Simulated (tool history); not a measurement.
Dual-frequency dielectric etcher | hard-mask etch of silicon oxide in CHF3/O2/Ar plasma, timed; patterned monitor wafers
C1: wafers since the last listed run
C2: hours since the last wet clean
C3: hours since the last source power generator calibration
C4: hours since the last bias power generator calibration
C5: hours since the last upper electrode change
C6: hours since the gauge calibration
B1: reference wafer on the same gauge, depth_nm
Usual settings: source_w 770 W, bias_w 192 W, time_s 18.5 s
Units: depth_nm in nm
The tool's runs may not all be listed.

Run 1, hour 0.0: usual settings; C1 0; C2 368.9; C3 4034.5; C4 2167.0; C5 2863.5; C6 212.4; B1 39.25. Result: depth_nm 40.20 nm.
At hour 10.9: source power generator calibrated.
Run 2, hour 11.7: usual settings; C1 93; C2 380.6; C3 0.8; C4 2178.7; C5 2875.2; C6 224.1; B1 39.28. Result: depth_nm 39.93 nm.
Run 3, hour 18.2: usual settings but time_s 17.0 s; C1 78; C2 387.1; C3 7.3; C4 2185.2; C5 2881.7; C6 230.6; B1 39.29. Result: depth_nm 36.92 nm.
Run 4, hour 29.0: usual settings but time_s 17.0 s; C1 131; C2 397.9; C3 18.1; C4 2196.0; C5 2892.5; C6 241.4; B1 39.25. Result: depth_nm 37.12 nm.
Run 5, hour 38.3: usual settings; C1 112; C2 407.2; C3 27.4; C4 2205.3; C5 2901.8; C6 250.7; B1 39.25. Result: depth_nm 39.97 nm.
At hour 65.7: upper electrode replaced.
At hour 80.6: wet clean of the chamber.
Run 6, hour 81.1: usual settings; C1 48; C2 0.5; C3 70.2; C4 2248.1; C5 15.4; C6 293.5; B1 39.26. Result: depth_nm 41.53 nm.
Run 7, hour 81.4: usual settings; C1 3; C2 0.8; C3 70.5; C4 2248.4; C5 15.7; C6 293.8; B1 39.25. Result: depth_nm 41.33 nm.
Run 8, hour 81.7: usual settings but source_w 820 W, bias_w 156 W; C1 3; C2 1.1; C3 70.8; C4 2248.7; C5 16.0; C6 294.1; B1 39.30. Result: depth_nm 38.12 nm.
At hour 95.4: gauge calibrated.
Run 9, hour 114.7: usual settings but source_w 900 W, time_s 20.0 s; C1 400; C2 34.1; C3 103.8; C4 2281.7; C5 49.0; C6 19.3; B1 39.29. Result: depth_nm 48.23 nm.
Run 10, hour 125.3: usual settings but source_w 670 W, bias_w 211 W, time_s 15.0 s; C1 128; C2 44.7; C3 114.4; C4 2292.3; C5 59.6; C6 29.9; B1 39.32. Result: depth_nm 33.84 nm.
Run 11, hour 138.9: usual settings; C1 165; C2 58.3; C3 128.0; C4 2305.9; C5 73.2; C6 43.5; B1 39.27. Result: depth_nm 42.06 nm.
At hour 164.9: wet clean of the chamber, repeated, since the last time left the tool worse.
Run 12, hour 165.4: usual settings but source_w 680 W, bias_w 150 W, time_s 14.5 s; C1 30; C2 0.5; C3 154.5; C4 2332.4; C5 99.7; C6 70.0; B1 39.38. Result: depth_nm 25.83 nm.
Run 13, hour 165.8: usual settings; C1 4; C2 0.9; C3 154.9; C4 2332.8; C5 100.1; C6 70.4; B1 39.33. Result: depth_nm 39.39 nm.
Run 14, hour 167.7: usual settings but bias_w 179 W; C1 23; C2 2.8; C3 156.8; C4 2334.7; C5 102.0; C6 72.3; B1 39.28. Result: depth_nm 38.07 nm.
Run 15, hour 180.6: usual settings but source_w 590 W, bias_w 205 W, time_s 21.0 s; C1 156; C2 15.7; C3 169.7; C4 2347.6; C5 114.9; C6 85.2; B1 39.33. Result: depth_nm 42.42 nm.
Run 16, hour 193.1: usual settings but source_w 900 W, time_s 20.5 s; C1 151; C2 28.2; C3 182.2; C4 2360.1; C5 127.4; C6 97.7; B1 39.24. Result: depth_nm 46.23 nm.
Run 17, hour 204.9: usual settings but source_w 900 W, time_s 20.0 s; C1 143; C2 40.0; C3 194.0; C4 2371.9; C5 139.2; C6 109.5; B1 39.27. Result: depth_nm 44.93 nm.
Run 18, hour 217.2: usual settings but source_w 940 W; C1 149; C2 52.3; C3 206.3; C4 2384.2; C5 151.5; C6 121.8; B1 39.33. Result: depth_nm 42.30 nm.
At hour 226.7: bias power generator calibrated.
Run 19, hour 232.9: usual settings but source_w 950 W, bias_w 213 W, time_s 20.5 s; C1 141; C2 68.0; C3 222.0; C4 6.2; C5 167.2; C6 137.5; B1 39.27. Result: depth_nm 49.90 nm.
Run 20, hour 250.5: usual settings but source_w 890 W, bias_w 151 W, time_s 21.5 s; C1 213; C2 85.6; C3 239.6; C4 23.8; C5 184.8; C6 155.1; B1 39.24. Result: depth_nm 42.66 nm.
Run 21, hour 258.5: usual settings but source_w 640 W, bias_w 158 W, time_s 16.5 s; C1 97; C2 93.6; C3 247.6; C4 31.8; C5 192.8; C6 163.1; B1 39.36. Result: depth_nm 30.02 nm.
Run 22, hour 274.2: usual settings; C1 190; C2 109.3; C3 263.3; C4 47.5; C5 208.5; C6 178.8; B1 39.29. Result: depth_nm 39.82 nm.
Run 23, hour 290.5: usual settings but source_w 690 W, time_s 17.0 s; C1 197; C2 125.6; C3 279.6; C4 63.8; C5 224.8; C6 195.1; B1 39.23. Result: depth_nm 35.48 nm.
Run 24, hour 298.0: usual settings but source_w 890 W, bias_w 151 W, time_s 21.5 s; C1 91; C2 133.1; C3 287.1; C4 71.3; C5 232.3; C6 202.6; B1 39.29. Result: depth_nm 43.04 nm.
Run 25, hour 308.3: usual settings but source_w 610 W, bias_w 171 W, time_s 20.0 s; C1 124; C2 143.4; C3 297.4; C4 81.6; C5 242.6; C6 212.9; B1 39.24. Result: depth_nm 37.00 nm.
Run 26, hour 320.0: usual settings but source_w 580 W, bias_w 151 W, time_s 24.0 s; C1 141; C2 155.1; C3 309.1; C4 93.3; C5 254.3; C6 224.6; B1 39.39. Result: depth_nm 40.54 nm.
Run 27, hour 330.1: usual settings but source_w 630 W, time_s 20.5 s; C1 122; C2 165.2; C3 319.2; C4 103.4; C5 264.4; C6 234.7; B1 39.30. Result: depth_nm 40.99 nm.
Run 28, hour 342.4: usual settings but source_w 950 W, bias_w 210 W; C1 149; C2 177.5; C3 331.5; C4 115.7; C5 276.7; C6 247.0; B1 39.28. Result: depth_nm 45.46 nm.
Run 29, hour 357.8: usual settings but source_w 680 W, bias_w 158 W, time_s 16.5 s; C1 186; C2 192.9; C3 346.9; C4 131.1; C5 292.1; C6 262.4; B1 39.26. Result: depth_nm 30.36 nm.

Forecast each of these 5 alternatives for the next run:
Run A, hour 358.2: usual settings but time_s 13.5 s; C1 4; C2 193.3; C3 347.3; C4 131.5; C5 292.5; C6 262.8; B1 ?. Result: depth_nm ?.
Run B, hour 358.2: usual settings but source_w 610 W; C1 4; C2 193.3; C3 347.3; C4 131.5; C5 292.5; C6 262.8; B1 ?. Result: depth_nm ?.
Run C, hour 358.2: usual settings but source_w 960 W, time_s 21.5 s; C1 4; C2 193.3; C3 347.3; C4 131.5; C5 292.5; C6 262.8; B1 ?. Result: depth_nm ?.
Run D, hour 358.2: usual settings but source_w 690 W, time_s 14.5 s; C1 4; C2 193.3; C3 347.3; C4 131.5; C5 292.5; C6 262.8; B1 ?. Result: depth_nm ?.
Run E, hour 358.2: usual settings but time_s 13.0 s; C1 4; C2 193.3; C3 347.3; C4 131.5; C5 292.5; C6 262.8; B1 ?. Result: depth_nm ?.

run     B1  depth_nm
  A  39.37     29.36
  B  39.37     36.86
  C  39.37     50.83
  D  39.37     30.26
  E  39.37     28.27
Without the tool's hidden state the same runs would have given:
run  depth_nm
  A     28.83
  B     36.19
  C     49.91
  D     29.71
  E     27.76

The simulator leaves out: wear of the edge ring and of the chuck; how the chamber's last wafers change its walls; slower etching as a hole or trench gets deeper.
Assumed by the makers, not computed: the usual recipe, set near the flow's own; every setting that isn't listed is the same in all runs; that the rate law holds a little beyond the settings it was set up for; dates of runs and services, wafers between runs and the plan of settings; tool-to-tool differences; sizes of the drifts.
